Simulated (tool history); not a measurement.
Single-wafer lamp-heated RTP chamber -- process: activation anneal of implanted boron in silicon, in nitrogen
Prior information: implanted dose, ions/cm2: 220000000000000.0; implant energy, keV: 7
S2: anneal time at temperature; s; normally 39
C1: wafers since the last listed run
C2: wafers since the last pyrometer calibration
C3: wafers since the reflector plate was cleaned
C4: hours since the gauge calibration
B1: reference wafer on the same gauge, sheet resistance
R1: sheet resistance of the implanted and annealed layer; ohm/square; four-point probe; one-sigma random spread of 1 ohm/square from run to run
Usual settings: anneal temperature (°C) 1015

{"run": 1, "hour": 0.0, "anneal temperature (°C)": 1033, "S2": 28, "C1": 0, "C2": 1190, "C3": 3217, "C4": 739.6, "B1": 414.02, "R1": 490.52}
{"run": 2, "hour": 194.5, "anneal temperature (°C)": 1033, "S2": 28, "C1": 1737, "C2": 2927, "C3": 4954, "C4": 934.1, "B1": 413.92, "R1": 490.97}
{"run": 3, "hour": 234.3, "anneal temperature (°C)": 1015, "S2": 50, "C1": 355, "C2": 3283, "C3": 5309, "C4": 973.9, "B1": 413.85, "R1": 489.91}
{"hour": 258.4, "done": "reflector plate cleaned"}
{"hour": 288.2, "done": "pyrometer window cleaned and pyrometer calibrated"}
{"run": 4, "hour": 291.4, "anneal temperature (°C)": 1015, "S2": 50, "C1": 367, "C2": 28, "C3": 223, "C4": 1031, "B1": 413.95, "R1": 489.17}
{"run": 5, "hour": 362.2, "anneal temperature (°C)": 1015, "S2": 50, "C1": 632, "C2": 660, "C3": 855, "C4": 1101.8, "B1": 414.03, "R1": 490.29}
{"run": 6, "hour": 433.2, "anneal temperature (°C)": 1001, "S2": 39, "C1": 634, "C2": 1295, "C3": 1489, "C4": 1172.8, "B1": 413.76, "R1": 495.78}
{"run": 7, "hour": 460.4, "anneal temperature (°C)": 1026, "S2": 39, "C1": 242, "C2": 1538, "C3": 1732, "C4": 1200, "B1": 413.99, "R1": 490.87}
{"run": 8, "hour": 501.4, "anneal temperature (°C)": 1026, "S2": 39, "C1": 366, "C2": 1904, "C3": 2098, "C4": 1241, "B1": 414.09, "R1": 489.4}
{"run": 9, "hour": 559.0, "anneal temperature (°C)": 1015, "S2": 39, "C1": 514, "C2": 2418, "C3": 2613, "C4": 1298.6, "B1": 414.22, "R1": 490.17}
{"run": 10, "hour": 595.3, "anneal temperature (°C)": 1015, "S2": 39, "C1": 324, "C2": 2743, "C3": 2937, "C4": 1334.9, "B1": 413.94, "R1": 491.17}
{"run": 11, "hour": 656.9, "anneal temperature (°C)": 1015, "S2": 39, "C1": 550, "C2": 3293, "C3": 3487, "C4": 1396.5, "B1": 413.93, "R1": 490.89}
{"hour": 718.8, "done": "pyrometer window cleaned and pyrometer calibrated"}
{"run": 12, "hour": 840.6, "anneal temperature (°C)": 996, "S2": 39, "C1": 1569, "C2": 1088, "C3": 5057, "C4": 1580.2, "B1": 414.16, "R1": 496.87}
{"run": 13, "hour": 885.5, "anneal temperature (°C)": 996, "S2": 39, "C1": 401, "C2": 1489, "C3": 5458, "C4": 1625.1, "B1": 414.08, "R1": 495.92}
{"hour": 929.3, "done": "reflector plate cleaned"}
{"run": 14, "hour": 929.8, "anneal temperature (°C)": 995, "S2": 54, "C1": 324, "C2": 1813, "C3": 4, "C4": 1669.4, "B1": 413.96, "R1": 492.64}
{"run": 15, "hour": 969.3, "anneal temperature (°C)": 1015, "S2": 27, "C1": 352, "C2": 2166, "C3": 356, "C4": 1708.9, "B1": 413.81, "R1": 495.37}
{"run": 16, "hour": 1022.8, "anneal temperature (°C)": 1015, "S2": 52, "C1": 477, "C2": 2644, "C3": 834, "C4": 1762.4, "B1": 414.12, "R1": 490.12}
{"run": 17, "hour": 1065.1, "anneal temperature (°C)": 992, "S2": 46, "C1": 377, "C2": 3021, "C3": 1212, "C4": 1804.7, "B1": 414.16, "R1": 495.43}
{"run": 18, "hour": 1118.9, "anneal temperature (°C)": 1030, "S2": 60, "C1": 480, "C2": 3502, "C3": 1693, "C4": 1858.5, "B1": 413.97, "R1": 482.55}
{"hour": 1141.5, "done": "pyrometer window cleaned and pyrometer calibrated"}
{"run": 19, "hour": 1180.1, "anneal temperature (°C)": 1015, "S2": 39, "C1": 475, "C2": 344, "C3": 2168, "C4": 1919.7, "B1": 414.28, "R1": 490.95}
{"hour": 1184.6, "done": "gauge calibrated"}
{"run": 20, "hour": 1209.1, "anneal temperature (°C)": 1026, "S2": 61, "C1": 259, "C2": 603, "C3": 2427, "C4": 24.5, "B1": 413.92, "R1": 483.93}
{"run": 21, "hour": 1245.9, "anneal temperature (°C)": 1015, "S2": 39, "C1": 328, "C2": 932, "C3": 2756, "C4": 61.3, "B1": 413.88, "R1": 491.22}
{"run": 22, "hour": 1271.0, "anneal temperature (°C)": 1025, "S2": 17, "C1": 224, "C2": 1156, "C3": 2980, "C4": 86.4, "B1": 413.99, "R1": 494.58}
{"run": 23, "hour": 1327.3, "anneal temperature (°C)": 1015, "S2": 57, "C1": 502, "C2": 1659, "C3": 3483, "C4": 142.7, "B1": 413.98, "R1": 488.63}
{"run": 24, "hour": 1369.3, "anneal temperature (°C)": 1044, "S2": 46, "C1": 375, "C2": 2034, "C3": 3858, "C4": 184.7, "B1": 414.11, "R1": 484.11}
{"run": 25, "hour": 1423.9, "anneal temperature (°C)": 1044, "S2": 48, "C1": 487, "C2": 2522, "C3": 4345, "C4": 239.3, "B1": 414.13, "R1": 485.34}
{"run": 26, "hour": 1470.5, "anneal temperature (°C)": 993, "S2": 39, "C1": 416, "C2": 2938, "C3": 4762, "C4": 285.9, "B1": 414.01, "R1": 496.07}
{"hour": 1495.7, "done": "reflector plate cleaned"}
{"run": 27, "hour": 1517.6, "anneal temperature (°C)": 1015, "S2": 39, "C1": 349, "C2": 3288, "C3": 195, "C4": 333, "B1": 414.08, "R1": 491.33}
{"hour": 1537.0, "done": "pyrometer window cleaned and pyrometer calibrated"}
{"run": 28, "hour": 1625.7, "anneal temperature (°C)": 1015, "S2": 39, "C1": 894, "C2": 791, "C3": 1089, "C4": 441.1, "B1": 414.04, "R1": 489.9}

What the log doesn't show, run by run:
true wafer temperature minus pyrometer reading, K: 0 at every run
wafer temperature error from the tarnished reflector plate, K: 0 at every run
gauge reads high (%): 0 at every run
